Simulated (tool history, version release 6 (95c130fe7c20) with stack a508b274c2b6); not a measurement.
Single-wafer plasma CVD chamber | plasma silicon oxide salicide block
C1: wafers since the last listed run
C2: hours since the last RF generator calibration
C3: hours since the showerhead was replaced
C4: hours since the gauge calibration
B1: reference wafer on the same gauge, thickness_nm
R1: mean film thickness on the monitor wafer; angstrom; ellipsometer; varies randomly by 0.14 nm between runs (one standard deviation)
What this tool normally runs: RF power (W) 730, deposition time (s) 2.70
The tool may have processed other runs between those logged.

Run 1, hour 0.0: usual settings; C1 0; C2 1958.8; C3 4017.6; C4 223.9; B1 33.132. Result: R1 295.89 angstrom.
Run 2, hour 8.1: usual settings; C1 336; C2 1966.9; C3 4025.7; C4 232.0; B1 33.084. Result: R1 296.67 angstrom.
Run 3, hour 16.8: usual settings; C1 360; C2 1975.6; C3 4034.4; C4 240.7; B1 33.157. Result: R1 294.87 angstrom.
Run 4, hour 25.0: usual settings; C1 340; C2 1983.8; C3 4042.6; C4 248.9; B1 33.087. Result: R1 297.59 angstrom.
Run 5, hour 42.8: usual settings; C1 738; C2 2001.6; C3 4060.4; C4 266.7; B1 33.158. Result: R1 294.48 angstrom.
Run 6, hour 54.1: usual settings; C1 468; C2 2012.9; C3 4071.7; C4 278.0; B1 33.073. Result: R1 296.77 angstrom.
Run 7, hour 71.1: usual settings; C1 705; C2 2029.9; C3 4088.7; C4 295.0; B1 33.107. Result: R1 295.64 angstrom.
Run 8, hour 87.6: usual settings; C1 684; C2 2046.4; C3 4105.2; C4 311.5; B1 33.120. Result: R1 294.04 angstrom.
Run 9, hour 98.9: usual settings but RF power (W) 690, deposition time (s) 2.55; C1 468; C2 2057.7; C3 4116.5; C4 322.8; B1 33.108. Result: R1 274.62 angstrom.
Run 10, hour 130.6: usual settings but RF power (W) 690, deposition time (s) 2.55; C1 1315; C2 2089.4; C3 4148.2; C4 354.5; B1 33.063. Result: R1 275.26 angstrom.
Run 11, hour 137.5: usual settings; C1 286; C2 2096.3; C3 4155.1; C4 361.4; B1 33.187. Result: R1 297.11 angstrom.
At hour 151.4: RF generator calibrated.
Run 12, hour 151.9: usual settings; C1 265; C2 0.5; C3 4169.5; C4 375.8; B1 33.043. Result: R1 293.54 angstrom.
Run 13, hour 167.3: usual settings; C1 638; C2 15.9; C3 4184.9; C4 391.2; B1 33.123. Result: R1 297.37 angstrom.
Run 14, hour 183.1: usual settings; C1 655; C2 31.7; C3 4200.7; C4 407.0; B1 33.142. Result: R1 295.50 angstrom.
Run 15, hour 190.5: usual settings but RF power (W) 825; C1 307; C2 39.1; C3 4208.1; C4 414.4; B1 33.095. Result: R1 308.60 angstrom.
Run 16, hour 197.0: usual settings; C1 269; C2 45.6; C3 4214.6; C4 420.9; B1 33.128. Result: R1 292.58 angstrom.
Run 17, hour 204.5: usual settings; C1 311; C2 53.1; C3 4222.1; C4 428.4; B1 33.058. Result: R1 295.69 angstrom.
Run 18, hour 211.4: usual settings; C1 286; C2 60.0; C3 4229.0; C4 435.3; B1 33.115. Result: R1 296.02 angstrom.
Run 19, hour 222.7: usual settings; C1 468; C2 71.3; C3 4240.3; C4 446.6; B1 33.140. Result: R1 296.47 angstrom.
Run 20, hour 230.9: usual settings; C1 340; C2 79.5; C3 4248.5; C4 454.8; B1 33.141. Result: R1 292.12 angstrom.
Run 21, hour 239.4: usual settings but RF power (W) 825, deposition time (s) 2.56; C1 352; C2 88.0; C3 4257.0; C4 463.3; B1 33.106. Result: R1 288.83 angstrom.
Run 22, hour 280.9: usual settings but RF power (W) 660, deposition time (s) 2.40; C1 1721; C2 129.5; C3 4298.5; C4 504.8; B1 33.061. Result: R1 257.86 angstrom.
Run 23, hour 295.8: usual settings; C1 618; C2 144.4; C3 4313.4; C4 519.7; B1 33.062. Result: R1 293.33 angstrom.
Run 24, hour 305.9: usual settings but RF power (W) 680, deposition time (s) 2.43; C1 419; C2 154.5; C3 4323.5; C4 529.8; B1 33.128. Result: R1 262.14 angstrom.
At hour 319.7: showerhead replaced.
Run 25, hour 320.2: usual settings; C1 261; C2 168.8; C3 0.5; C4 544.1; B1 33.169. Result: R1 298.88 angstrom.
Run 26, hour 333.7: usual settings; C1 560; C2 182.3; C3 14.0; C4 557.6; B1 33.121. Result: R1 295.73 angstrom.
Run 27, hour 340.5: usual settings but RF power (W) 805; C1 282; C2 189.1; C3 20.8; C4 564.4; B1 33.080. Result: R1 302.42 angstrom.
Run 28, hour 351.2: usual settings; C1 443; C2 199.8; C3 31.5; C4 575.1; B1 33.178. Result: R1 297.86 angstrom.
Run 29, hour 359.3: usual settings but RF power (W) 830, deposition time (s) 2.18; C1 336; C2 207.9; C3 39.6; C4 583.2; B1 33.017. Result: R1 244.68 angstrom.
Run 30, hour 370.0: usual settings but RF power (W) 790; C1 443; C2 218.6; C3 50.3; C4 593.9; B1 33.084. Result: R1 298.90 angstrom.
Run 31, hour 385.7: usual settings but RF power (W) 665, deposition time (s) 2.20; C1 651; C2 234.3; C3 66.0; C4 609.6; B1 33.148. Result: R1 236.47 angstrom.
At hour 393.2: gauge calibrated.
Run 32, hour 395.5: usual settings but RF power (W) 790, deposition time (s) 2.89; C1 406; C2 244.1; C3 75.8; C4 2.3; B1 33.159. Result: R1 322.90 angstrom.
Run 33, hour 409.6: usual settings but RF power (W) 785; C1 584; C2 258.2; C3 89.9; C4 16.4; B1 33.113. Result: R1 301.87 angstrom.
Run 34, hour 427.2: usual settings but RF power (W) 630, deposition time (s) 2.92; C1 730; C2 275.8; C3 107.5; C4 34.0; B1 33.068. Result: R1 308.48 angstrom.
Run 35, hour 438.6: usual settings; C1 472; C2 287.2; C3 118.9; C4 45.4; B1 33.060. Result: R1 298.39 angstrom.
Run 36, hour 456.2: usual settings but RF power (W) 840, deposition time (s) 2.30; C1 730; C2 304.8; C3 136.5; C4 63.0; B1 33.099. Result: R1 263.47 angstrom.
Run 37, hour 466.2: usual settings but RF power (W) 590, deposition time (s) 2.34; C1 414; C2 314.8; C3 146.5; C4 73.0; B1 33.161. Result: R1 241.39 angstrom.
Run 38, hour 478.9: usual settings but RF power (W) 595, deposition time (s) 2.40; C1 526; C2 327.5; C3 159.2; C4 85.7; B1 33.123. Result: R1 248.40 angstrom.
Run 39, hour 494.5: usual settings but deposition time (s) 3.10; C1 647; C2 343.1; C3 174.8; C4 101.3; B1 33.156. Result: R1 338.94 angstrom.
Run 40, hour 510.6: usual settings but RF power (W) 785; C1 667; C2 359.2; C3 190.9; C4 117.4; B1 33.071. Result: R1 301.39 angstrom.
Run 41, hour 526.2: usual settings; C1 647; C2 374.8; C3 206.5; C4 133.0; B1 33.050. Result: R1 297.52 angstrom.
Run 42, hour 541.2: usual settings but RF power (W) 870, deposition time (s) 3.14; C1 622; C2 389.8; C3 221.5; C4 148.0; B1 33.148. Result: R1 359.38 angstrom.
Run 43, hour 548.7: usual settings but RF power (W) 665, deposition time (s) 2.88; C1 311; C2 397.3; C3 229.0; C4 155.5; B1 33.023. Result: R1 310.76 angstrom.
Run 44, hour 563.2: usual settings; C1 601; C2 411.8; C3 243.5; C4 170.0; B1 33.136. Result: R1 295.20 angstrom.

Entry by entry between the runs, the difference in hidden state between the last listed run before and the first listed run after:
In the gap between runs 11 and 12: RF generator calibrated (hour 151.4)
  no difference in the tool's unlogged condition between these two runs
In the gap between runs 24 and 25: showerhead replaced (hour 319.7)
  no difference in the tool's unlogged condition between these two runs
In the gap between runs 31 and 32: gauge calibrated (hour 393.2)
  no difference in the tool's unlogged condition between these two runs
